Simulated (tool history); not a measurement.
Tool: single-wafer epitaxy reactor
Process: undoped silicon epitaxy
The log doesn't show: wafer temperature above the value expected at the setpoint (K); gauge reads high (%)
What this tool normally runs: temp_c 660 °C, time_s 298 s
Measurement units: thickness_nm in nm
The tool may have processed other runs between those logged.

run,day,temp_c,time_s,wafers since the last listed run,hours since the last pyrometer calibration,hours since the gauge calibration,"read-back reference wafer on the same gauge, thickness_nm",thickness_nm
1,0.000,660,298,0,1096.8,8.0,49.025,59.171
2,0.425,660,298,66,1107.0,18.2,48.985,59.315
3,1.150,660,298,113,1124.4,35.6,48.972,58.583
4,1.762,660,298,95,1139.1,50.3,48.922,59.264
5,2.262,660,298,78,1151.1,62.3,48.981,58.765
6,2.971,650,298,110,1168.1,79.3,49.008,45.899
7,3.396,660,298,66,1178.3,89.5,48.961,58.628
8,3.854,660,298,71,1189.3,100.5,48.940,58.999
9,4.575,660,298,112,1206.6,117.8,48.970,58.795
# day 4.729: gauge calibrated
# day 5.300: pyrometer calibrated
10,5.321,645,274,64,0.5,14.2,48.944,37.124
11,5.754,660,298,67,10.9,24.6,48.954,59.195
12,6.438,648,275,106,27.3,41.0,49.039,40.200
13,6.792,674,298,55,35.8,49.5,49.045,81.884
14,7.146,660,252,55,44.3,58.0,49.007,50.314
15,7.421,666,298,42,50.9,64.6,48.992,67.926
16,7.892,651,329,73,62.2,75.9,49.041,52.122

Exercise: give the hidden state of the tool at every run:
wafer temperature above the value expected at the setpoint (K): 0 in every run
gauge reads high (%): 0 in every run
